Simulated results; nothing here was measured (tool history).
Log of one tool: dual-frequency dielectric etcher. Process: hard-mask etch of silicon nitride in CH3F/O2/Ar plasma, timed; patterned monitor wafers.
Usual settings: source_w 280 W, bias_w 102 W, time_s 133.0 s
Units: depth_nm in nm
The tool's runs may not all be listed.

run	hour	source_w	bias_w	time_s	read-back reference wafer on the same gauge, depth_nm	depth_nm
1	0.0	280	115	133.0	93.7	101.5
2	26.1	280	115	133.0	93.7	101.2
3	58.0	280	115	133.0	93.5	101.0
4	119.2	300	102	133.0	93.2	97.8
5	136.4	300	102	133.0	93.2	97.4
# hour 162.1: wet clean of the chamber
# hour 162.3: upper electrode replaced
6	164.2	300	102	133.0	93.0	97.5
# hour 192.5: gauge calibrated
# hour 203.0: bias power generator calibrated
7	238.6	280	102	133.0	93.6	95.4
8	263.8	280	102	133.0	93.6	95.2
9	280.6	280	118	163.0	93.5	125.4
# hour 294.2: source power generator calibrated
10	304.6	230	102	168.0	93.4	109.3
11	332.0	230	102	133.0	93.3	86.1
12	353.5	280	102	133.0	93.2	94.8
13	380.0	280	93	133.0	93.1	90.2
# hour 394.7: gauge calibrated
14	395.6	280	102	133.0	93.6	95.0
15	408.3	230	121	133.0	93.6	94.1

Hidden state or all else? Some run-to-run changes of depth_nm, split into what the settings, what came in and random variation would give without the hidden state, and what is left for the hidden state (with any gauge scatter that isn't in both results):
The hidden state here: etch rate over this chamber's usual, %; source power that arrives over what is set, %; bias power that arrives over what is set, %; gauge reads high (%).
Run 6 -> 7: source_w 300 -> 280, gauge calibrated, bias power generator calibrated. depth_nm -2.1 nm: hidden state +0.7, all else -2.8.
Run 8 -> 9: bias_w 102 -> 118, time_s 133.0 -> 163.0. depth_nm +30.2 nm: hidden state -0.1, all else +30.3.
